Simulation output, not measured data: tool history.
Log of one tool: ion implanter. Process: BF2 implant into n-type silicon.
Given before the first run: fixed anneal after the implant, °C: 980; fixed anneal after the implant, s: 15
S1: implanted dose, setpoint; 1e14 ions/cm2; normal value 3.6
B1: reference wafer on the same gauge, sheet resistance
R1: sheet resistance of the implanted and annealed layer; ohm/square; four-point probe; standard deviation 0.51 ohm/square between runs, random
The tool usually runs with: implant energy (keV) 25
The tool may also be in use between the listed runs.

{"run": 1, "hour": 0.0, "S1": 3.6, "implant energy (keV)": 21.5, "B1": 272.09, "R1": 351.31}
{"run": 2, "hour": 31.6, "S1": 3.6, "implant energy (keV)": 21.5, "B1": 271.81, "R1": 351.47}
{"run": 3, "hour": 57.6, "S1": 4.15, "implant energy (keV)": 25, "B1": 272.05, "R1": 309.64}
{"run": 4, "hour": 90.7, "S1": 3.6, "implant energy (keV)": 29, "B1": 271.96, "R1": 337.52}
{"run": 5, "hour": 107.7, "S1": 3.6, "implant energy (keV)": 25, "B1": 271.9, "R1": 344.25}
{"run": 6, "hour": 200.1, "S1": 3.6, "implant energy (keV)": 25, "B1": 272.05, "R1": 339}
{"run": 7, "hour": 202.2, "S1": 3.6, "implant energy (keV)": 25, "B1": 271.97, "R1": 340.32}
{"run": 8, "hour": 227.4, "S1": 3.6, "implant energy (keV)": 25, "B1": 272.06, "R1": 340.41}
{"run": 9, "hour": 250.9, "S1": 3.1, "implant energy (keV)": 20, "B1": 272.16, "R1": 392.54}
{"run": 10, "hour": 284.6, "S1": 3.6, "implant energy (keV)": 25, "B1": 272.13, "R1": 342.11}
{"run": 11, "hour": 319.7, "S1": 3, "implant energy (keV)": 25, "B1": 272.09, "R1": 395.46}
{"run": 12, "hour": 333.2, "S1": 2.84, "implant energy (keV)": 22, "B1": 272.01, "R1": 417.99}
{"run": 13, "hour": 358.8, "S1": 3.13, "implant energy (keV)": 25, "B1": 271.97, "R1": 382.19}
{"run": 14, "hour": 371.1, "S1": 4.38, "implant energy (keV)": 25, "B1": 272.09, "R1": 296.41}
{"run": 15, "hour": 386.6, "S1": 4.37, "implant energy (keV)": 20, "B1": 271.99, "R1": 312.15}
{"run": 16, "hour": 421.3, "S1": 3.06, "implant energy (keV)": 28.5, "B1": 271.9, "R1": 387.25}

Not shown here: 3 entries made in the log between runs. Locate each between two listed runs and compare the hidden state at the listed run before it with the hidden state at the listed run after it:
Between runs 5 and 6: Faraday cup replaced and dose calibrated (hour 191.2); extraction supply calibrated (hour 199.6)
  deviation of the true dose from the Faraday cup's reading, %: -1.51 -> -0.0578
  the result without the hidden state subtracted from the measured one, R1: +4.03 -> +0.15 ohm/square
Between runs 7 and 8: gauge calibrated (hour 203)
  deviation of the true dose from the Faraday cup's reading, %: -0.0774 -> -0.295
  the result without the hidden state subtracted from the measured one, R1: +0.21 -> +0.78 ohm/square

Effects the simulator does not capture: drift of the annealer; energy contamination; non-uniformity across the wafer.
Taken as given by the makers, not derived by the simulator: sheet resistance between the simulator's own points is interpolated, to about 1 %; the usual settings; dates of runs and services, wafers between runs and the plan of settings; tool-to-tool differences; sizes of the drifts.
